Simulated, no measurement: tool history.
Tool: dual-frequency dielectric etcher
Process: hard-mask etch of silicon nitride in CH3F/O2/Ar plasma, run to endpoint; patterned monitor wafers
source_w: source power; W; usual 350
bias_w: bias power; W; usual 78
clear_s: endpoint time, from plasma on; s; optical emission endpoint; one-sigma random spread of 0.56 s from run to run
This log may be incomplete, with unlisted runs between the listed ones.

run   hour  source_w  bias_w  wafers since the last listed run  hours since the last wet clean  hours since the last source power generator calibration  hours since the last bias power generator calibration  hours since the last upper electrode change  incoming incoming film thickness, nm  clear_s
  1    0.0       330      78                                 0                            45.2                                                   1995.3                                                 3889.4                                       4200.9                                  55.4     81.4
  2   59.7       350      65                               828                           104.9                                                   2055.0                                                 3949.1                                       4260.6                                  55.7     86.1
  3  119.8       350      65                               834                           165.0                                                   2115.1                                                 4009.2                                       4320.7                                  55.4     84.6
  4  188.7       350      78                               956                           233.9                                                   2184.0                                                 4078.1                                       4389.6                                  55.9     78.7
     217.9  -- source power generator calibrated
  5  218.4       350      78                               356                           263.6                                                      0.5                                                 4107.8                                       4419.3                                  55.5     77.2
  6  240.7       320      67                               309                           285.9                                                     22.8                                                 4130.1                                       4441.6                                  55.6     87.0
  7  277.8       320      67                               515                           323.0                                                     59.9                                                 4167.2                                       4478.7                                  55.2     85.7
  8  324.6       350      78                               649                           369.8                                                    106.7                                                 4214.0                                       4525.5                                  55.2     77.8
  9  364.0       350      78                               546                           409.2                                                    146.1                                                 4253.4                                       4564.9                                  54.9     76.4
     389.0  -- wet clean of the chamber
 10  429.0       350      78                               569                            40.0                                                    211.1                                                 4318.4                                       4629.9                                  55.2     78.7
 11  480.5       320      78                               714                            91.5                                                    262.6                                                 4369.9                                       4681.4                                  55.0     80.6
 12  522.1       440      78                               577                           133.1                                                    304.2                                                 4411.5                                       4723.0                                  54.7     70.5
 13  575.3       350      78                               738                           186.3                                                    357.4                                                 4464.7                                       4776.2                                  54.7     77.3
     611.1  -- upper electrode replaced
 14  636.1       350      78                               510                           247.1                                                    418.2                                                 4525.5                                         25.0                                  55.7     78.1
 15  706.4       350      66                               975                           317.4                                                    488.5                                                 4595.8                                         95.3                                  55.2     83.0
 16  773.9       350      68                               937                           384.9                                                    556.0                                                 4663.3                                        162.8                                  55.6     82.5
 17  820.9       350      78                               652                           431.9                                                    603.0                                                 4710.3                                        209.8                                  55.4     76.9
     856.9  -- wet clean of the chamber
 18  885.7       350      78                               566                            28.8                                                    667.8                                                 4775.1                                        274.6                                  54.8     78.2
 19  931.0       270      69                               628                            74.1                                                    713.1                                                 4820.4                                        319.9                                  55.2     91.6

For run 20, what comes out?
 20  960.2       310      84                               405                           103.3                                                    742.3                                                 4849.6                                        349.1                                  55.6        ?

{"run 20": {"clear_s": 80.0}}
On a tool with no hidden condition, and with the same random variation, this run would have come out at clear_s 80.5 s.
